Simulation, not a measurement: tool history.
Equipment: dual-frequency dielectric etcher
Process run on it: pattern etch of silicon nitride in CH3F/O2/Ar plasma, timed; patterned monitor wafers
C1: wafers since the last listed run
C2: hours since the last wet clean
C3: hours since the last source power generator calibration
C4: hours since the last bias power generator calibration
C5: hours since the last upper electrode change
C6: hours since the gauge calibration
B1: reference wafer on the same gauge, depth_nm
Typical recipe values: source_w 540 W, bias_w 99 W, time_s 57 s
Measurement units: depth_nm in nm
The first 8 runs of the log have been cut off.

{"run": 9, "hour": 104.1, "source_w": 540, "bias_w": 99, "time_s": 57, "C1": 207, "C2": 415.6, "C3": 3113.9, "C4": 2487.3, "C5": 4758.9, "C6": 289.9, "B1": 42.86, "depth_nm": 45.14}
{"run": 10, "hour": 115.2, "source_w": 540, "bias_w": 99, "time_s": 57, "C1": 193, "C2": 426.7, "C3": 3125, "C4": 2498.4, "C5": 4770, "C6": 301, "B1": 42.91, "depth_nm": 44.73}
{"run": 11, "hour": 124.7, "source_w": 540, "bias_w": 99, "time_s": 57, "C1": 165, "C2": 436.2, "C3": 3134.5, "C4": 2507.9, "C5": 4779.5, "C6": 310.5, "B1": 43.01, "depth_nm": 44.83}
{"hour": 133.0, "done": "source power generator calibrated"}
{"run": 12, "hour": 134.4, "source_w": 540, "bias_w": 99, "time_s": 57, "C1": 99, "C2": 445.9, "C3": 1.4, "C4": 2517.6, "C5": 4789.2, "C6": 320.2, "B1": 42.76, "depth_nm": 44.77}
{"hour": 143.9, "done": "bias power generator calibrated"}
{"run": 13, "hour": 148.4, "source_w": 540, "bias_w": 99, "time_s": 50, "C1": 174, "C2": 459.9, "C3": 15.4, "C4": 4.5, "C5": 4803.2, "C6": 334.2, "B1": 42.99, "depth_nm": 39.16}
{"run": 14, "hour": 164.9, "source_w": 540, "bias_w": 124, "time_s": 65, "C1": 287, "C2": 476.4, "C3": 31.9, "C4": 21, "C5": 4819.7, "C6": 350.7, "B1": 42.77, "depth_nm": 53.36}
{"hour": 176.7, "done": "gauge calibrated"}
{"hour": 195.1, "done": "upper electrode replaced"}
{"run": 15, "hour": 195.6, "source_w": 460, "bias_w": 99, "time_s": 46, "C1": 116, "C2": 507.1, "C3": 62.6, "C4": 51.7, "C5": 0.5, "C6": 18.9, "B1": 42.99, "depth_nm": 34.09}
{"run": 16, "hour": 196.0, "source_w": 540, "bias_w": 99, "time_s": 57, "C1": 6, "C2": 507.5, "C3": 63, "C4": 52.1, "C5": 0.9, "C6": 19.3, "B1": 42.91, "depth_nm": 44.58}
{"run": 17, "hour": 202.8, "source_w": 540, "bias_w": 118, "time_s": 69, "C1": 118, "C2": 514.3, "C3": 69.8, "C4": 58.9, "C5": 7.7, "C6": 26.1, "B1": 42.88, "depth_nm": 55.89}
{"hour": 234.6, "done": "wet clean of the chamber"}
{"run": 18, "hour": 235.1, "source_w": 540, "bias_w": 99, "time_s": 57, "C1": 144, "C2": 0.5, "C3": 102.1, "C4": 91.2, "C5": 40, "C6": 58.4, "B1": 42.9, "depth_nm": 47.14}
{"run": 19, "hour": 235.4, "source_w": 650, "bias_w": 99, "time_s": 63.5, "C1": 5, "C2": 0.8, "C3": 102.4, "C4": 91.5, "C5": 40.3, "C6": 58.7, "B1": 42.77, "depth_nm": 56.31}
{"run": 20, "hour": 235.7, "source_w": 460, "bias_w": 86, "time_s": 48, "C1": 5, "C2": 1.1, "C3": 102.7, "C4": 91.8, "C5": 40.6, "C6": 59, "B1": 42.95, "depth_nm": 36.13}
{"run": 21, "hour": 246.6, "source_w": 430, "bias_w": 117, "time_s": 62, "C1": 189, "C2": 12, "C3": 113.6, "C4": 102.7, "C5": 51.5, "C6": 69.9, "B1": 42.93, "depth_nm": 48.92}
{"run": 22, "hour": 263.5, "source_w": 540, "bias_w": 99, "time_s": 57, "C1": 294, "C2": 28.9, "C3": 130.5, "C4": 119.6, "C5": 68.4, "C6": 86.8, "B1": 42.84, "depth_nm": 46.49}
{"run": 23, "hour": 279.4, "source_w": 540, "bias_w": 99, "time_s": 57, "C1": 276, "C2": 44.8, "C3": 146.4, "C4": 135.5, "C5": 84.3, "C6": 102.7, "B1": 42.94, "depth_nm": 47}
{"run": 24, "hour": 293.6, "source_w": 540, "bias_w": 99, "time_s": 57, "C1": 247, "C2": 59, "C3": 160.6, "C4": 149.7, "C5": 98.5, "C6": 116.9, "B1": 42.9, "depth_nm": 47.51}
{"run": 25, "hour": 304.9, "source_w": 540, "bias_w": 99, "time_s": 66, "C1": 196, "C2": 70.3, "C3": 171.9, "C4": 161, "C5": 109.8, "C6": 128.2, "B1": 43.03, "depth_nm": 54.61}
{"run": 26, "hour": 320.2, "source_w": 640, "bias_w": 99, "time_s": 47.5, "C1": 266, "C2": 85.6, "C3": 187.2, "C4": 176.3, "C5": 125.1, "C6": 143.5, "B1": 42.95, "depth_nm": 41.67}
{"run": 27, "hour": 330.0, "source_w": 480, "bias_w": 91, "time_s": 43.5, "C1": 170, "C2": 95.4, "C3": 197, "C4": 186.1, "C5": 134.9, "C6": 153.3, "B1": 42.93, "depth_nm": 33.27}
{"run": 28, "hour": 345.6, "source_w": 540, "bias_w": 99, "time_s": 57, "C1": 271, "C2": 111, "C3": 212.6, "C4": 201.7, "C5": 150.5, "C6": 168.9, "B1": 42.93, "depth_nm": 46.52}
{"run": 29, "hour": 357.7, "source_w": 540, "bias_w": 99, "time_s": 57, "C1": 210, "C2": 123.1, "C3": 224.7, "C4": 213.8, "C5": 162.6, "C6": 181, "B1": 42.81, "depth_nm": 46.48}
{"run": 30, "hour": 372.4, "source_w": 490, "bias_w": 84, "time_s": 57, "C1": 255, "C2": 137.8, "C3": 239.4, "C4": 228.5, "C5": 177.3, "C6": 195.7, "B1": 42.92, "depth_nm": 43.24}

Alternative continuations, all from the tool just after run 30; predict every row:
{"run": "A", "hour": 372.8, "source_w": 540, "bias_w": 99, "time_s": 57, "C1": 6, "C2": 138.2, "C3": 239.8, "C4": 228.9, "C5": 177.7, "C6": 196.1, "B1": "?", "depth_nm": "?"}
{"run": "B", "hour": 372.8, "source_w": 480, "bias_w": 108, "time_s": 57, "C1": 6, "C2": 138.2, "C3": 239.8, "C4": 228.9, "C5": 177.7, "C6": 196.1, "B1": "?", "depth_nm": "?"}
{"run": "C", "hour": 372.8, "source_w": 480, "bias_w": 99, "time_s": 68, "C1": 6, "C2": 138.2, "C3": 239.8, "C4": 228.9, "C5": 177.7, "C6": 196.1, "B1": "?", "depth_nm": "?"}
{"run": "D", "hour": 372.8, "source_w": 620, "bias_w": 113, "time_s": 47, "C1": 6, "C2": 138.2, "C3": 239.8, "C4": 228.9, "C5": 177.7, "C6": 196.1, "B1": "?", "depth_nm": "?"}

run=A B1=42.92 depth_nm=46.79
run=B B1=42.92 depth_nm=45.79
run=C B1=42.92 depth_nm=53.45
run=D B1=42.92 depth_nm=41.95
Stripped of hidden state, with their random variation kept, the same runs would have yielded:
run=A depth_nm=47.14
run=B depth_nm=46.14
run=C depth_nm=53.86
run=D depth_nm=42.27
